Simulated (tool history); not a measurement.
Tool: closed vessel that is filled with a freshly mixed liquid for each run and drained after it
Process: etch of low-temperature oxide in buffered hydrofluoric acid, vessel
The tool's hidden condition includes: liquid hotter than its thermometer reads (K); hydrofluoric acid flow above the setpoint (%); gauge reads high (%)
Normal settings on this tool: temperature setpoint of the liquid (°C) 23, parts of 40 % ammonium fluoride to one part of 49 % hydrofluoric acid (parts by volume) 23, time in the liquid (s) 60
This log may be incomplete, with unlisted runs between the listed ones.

run,day,temperature setpoint of the liquid (°C),parts of 40 % ammonium fluoride to one part of 49 % hydrofluoric acid (parts by volume),time in the liquid (s),wafers since the last listed run,hours since the thermometer was replaced,hours since the hydrofluoric acid flow meter was replaced,hours since the gauge calibration,"read-back film thickness of the low-temperature oxide reference wafer, read on the same gauge (nm)",thickness taken off the low-temperature oxide on a monitor wafer (nm)
1,0,23,23,60,0,594.9,272.8,293.1,109.99,83.23
2,1.329,23,21,85,2554,626.8,304.7,325,109.99,126.23
3,2.908,23,23,60,3035,664.7,342.6,362.9,110.02,83.98
4,5.271,23,23,60,4540,721.4,399.3,419.6,110.01,83.3
5,9.062,23,23,60,7287,812.4,490.3,510.6,110.02,85.3
6,11.008,23,23,60,3740,859.1,537,557.3,109.99,85.83
7,13.358,23,23,60,4516,915.5,593.4,613.7,109.99,85.66
8,15.262,23,23,60,3660,961.2,639.1,659.4,110.02,85.18
9,16.521,23,23,60,2418,991.4,669.3,689.6,110,86.37
10,18.629,23,23,60,4052,1042,719.9,740.2,109.99,86.97
11,21.417,25.5,23,60,5357,1108.9,786.8,807.1,109.99,100.99
# day 21.712: gauge calibrated
12,23.121,25.5,23,60,3275,1149.8,827.7,33.8,109.98,98.44
13,24.438,23,23,60,2530,1181.4,859.3,65.4,109.99,86.24
14,26.167,23,23,60,3323,1222.9,900.8,106.9,110,86.33
15,28.996,24.5,23,75,5437,1290.8,968.7,174.8,110,120.69
16,30.017,23,23,60,1962,1315.3,993.2,199.3,110,87.99
17,31.142,23,23,60,2162,1342.3,1020.2,226.3,110,88.6
18,34.088,23,19,60,5662,1413,1090.9,297,109.99,105.89
19,36.808,23,23,60,5229,1478.3,1156.2,362.3,110,89.24
20,38.096,23,23,60,2474,1509.2,1187.1,393.2,109.99,88.86
# day 40.229: thermometer replaced
21,41.004,20,23,60,5510,18.6,1256.9,463,110,71.58
# day 43.221: hydrofluoric acid flow meter replaced
22,43.967,23,23,60,5614,89.7,17.9,534.1,109.98,81.4
23,45.679,19,23,60,3291,130.8,59,575.2,109.98,64.4
24,47.846,24.5,20.5,30,4164,182.8,111,627.2,109.97,48.48
25,50.746,23,28,45,5574,252.4,180.6,696.8,109.99,54.02
26,54.279,27,16.5,80,6791,337.2,265.4,781.6,110.04,182.8
27,55.421,24.5,25.5,30,2194,364.6,292.8,809,109.98,41.78
28,58.412,23,28,60,5750,436.4,364.6,880.8,109.97,72.6
# day 58.746: gauge calibrated
29,59.496,23,23,60,2082,462.4,390.6,18,110.02,83
30,60.938,23,15.5,90,2771,497,425.2,52.6,110,179.32
31,63.558,23,23,60,5037,559.9,488.1,115.5,110.01,83.57
32,65.296,21,23,60,3339,601.6,529.8,157.2,109.96,75.79

What if the next run were any one of these 4? Each begins from the tool's condition after run 32:
A,65.325,23,20,60,56,602.3,530.5,157.9,?,?
B,65.325,27.5,26,60,56,602.3,530.5,157.9,?,?
C,65.325,27,19.5,60,56,602.3,530.5,157.9,?,?
D,65.325,21,23,90,56,602.3,530.5,157.9,?,?

run,"read-back film thickness of the low-temperature oxide reference wafer, read on the same gauge (nm)",thickness taken off the low-temperature oxide on a monitor wafer (nm)
A,110.02,93.36
B,110.02,98.13
C,110.02,118.9
D,110.02,112.28
Without the tool's unlogged condition, the same runs would have read:
run,thickness taken off the low-temperature oxide on a monitor wafer (nm)
A,87.04
B,92.85
C,110.93
D,106.12
